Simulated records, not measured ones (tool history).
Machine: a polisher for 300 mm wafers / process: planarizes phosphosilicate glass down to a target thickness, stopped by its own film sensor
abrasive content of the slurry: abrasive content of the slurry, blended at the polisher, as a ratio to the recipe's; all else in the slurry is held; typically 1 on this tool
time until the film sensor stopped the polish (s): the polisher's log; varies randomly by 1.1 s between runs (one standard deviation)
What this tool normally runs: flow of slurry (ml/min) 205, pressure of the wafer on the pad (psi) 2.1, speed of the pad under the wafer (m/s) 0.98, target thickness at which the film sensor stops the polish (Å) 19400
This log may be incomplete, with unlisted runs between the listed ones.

run,hour,flow of slurry (ml/min),pressure of the wafer on the pad (psi),speed of the pad under the wafer (m/s),abrasive content of the slurry,target thickness at which the film sensor stops the polish (Å),wafers since the last listed run,wafers polished on this pad,hours since the slurry nozzle was cleaned,hours since the head pressure was calibrated,hours since the slurry blender was calibrated,hours since the conditioning disc was replaced,"incoming thickness of the incoming film, nm",time until the film sensor stopped the polish (s)
1,0,240,2.1,0.98,1,19400,0,865,505.5,523.1,67,363.5,2257,56.6
2,25.1,240,2.1,0.98,1,19400,257,1123,530.6,548.2,92.1,388.6,2291,67.7
# hour 38.2: worn pad replaced by a new one
3,41.6,240,2.1,0.98,1,19400,128,35,547.1,564.7,108.6,405.1,2275.3,54.7
4,62.8,205,2.1,0.98,1,19400,217,252,568.3,585.9,129.8,426.3,2342.8,68.6
5,84.3,205,2.1,0.98,1,19400,220,472,589.8,607.4,151.3,447.8,2285.9,59.8
6,117.1,205,2.1,0.98,1,19400,336,809,622.6,640.2,184.1,480.6,2299.8,63.1
# hour 123.9: slurry blender recalibrated
# hour 138.3: worn pad replaced by a new one
7,145.3,230,1.6,0.98,1,19400,227,72,650.8,668.4,21.4,508.8,2286.5,73.7
8,171.8,230,1.6,0.98,1,19400,271,344,677.3,694.9,47.9,535.3,2292.7,76
9,193.4,230,1.6,0.98,1,19400,221,565,698.9,716.5,69.5,556.9,2302.9,77.9
10,217.4,145,2.1,0.86,1.25,18550,246,811,722.9,740.5,93.5,580.9,2254.9,78.5
11,232.8,205,2.1,0.98,1,19040,157,969,738.3,755.9,108.9,596.3,2293.5,69.7
# hour 240.4: slurry nozzle cleaned
# hour 256.2: conditioning disc replaced and pad reconditioned
# hour 263.5: worn pad replaced by a new one
12,263.8,170,2.1,0.98,1,19400,246,3,23.4,786.9,139.9,7.6,2250.6,52.7
# hour 278.6: slurry blender recalibrated
13,280.2,240,2.1,0.98,1,19400,147,151,39.8,803.3,1.6,24,2307.7,59.3
14,304.9,205,2.1,0.98,1,19400,253,404,64.5,828,26.3,48.7,2256.2,54.9
# hour 330.5: head pressure recalibrated
# hour 381.3: worn pad replaced by a new one
15,383.3,205,2.8,0.68,1,18330,742,21,142.9,52.8,104.7,127.1,2273.3,71
16,416.6,205,2.1,0.76,0.9,19400,341,362,176.2,86.1,138,160.4,2341.4,85.2
17,444.5,205,2.1,0.98,1,19400,286,648,204.1,114,165.9,188.3,2297.9,62.6
# hour 464.4: slurry blender recalibrated
18,467.5,205,2.1,1.14,1,19400,215,864,227.1,137,3.1,211.3,2290.1,56.6
19,479.7,205,2.1,0.98,1,19400,125,989,239.3,149.2,15.3,223.5,2345.6,76.5

Subtracting, for every run, the result it would have given without the tool's unlogged condition from the measured result gives the following. The same run-to-run variation enters both numbers; the gauge's scatter may not:
Hidden conditions of the tool in this case: removal rate lost through wear of the pad, %; slurry flow missing at the pad, %; deviation of the head's pressure from its setpoint, %; abrasive missing from the slurry, %; time polished since the conditioner stopped cutting, s.
run,time until the film sensor stopped the polish (s)
1,+6.9
2,+10.4
3,+0.7
4,+2.7
5,+4
6,+6.8
7,+0.7
8,+3.3
9,+5.5
10,+7.9
11,+8.4
12,+1.3
13,+2.6
14,+4.1
15,+0.5
16,+4.2
17,+5.3
18,+6.4
19,+9.8
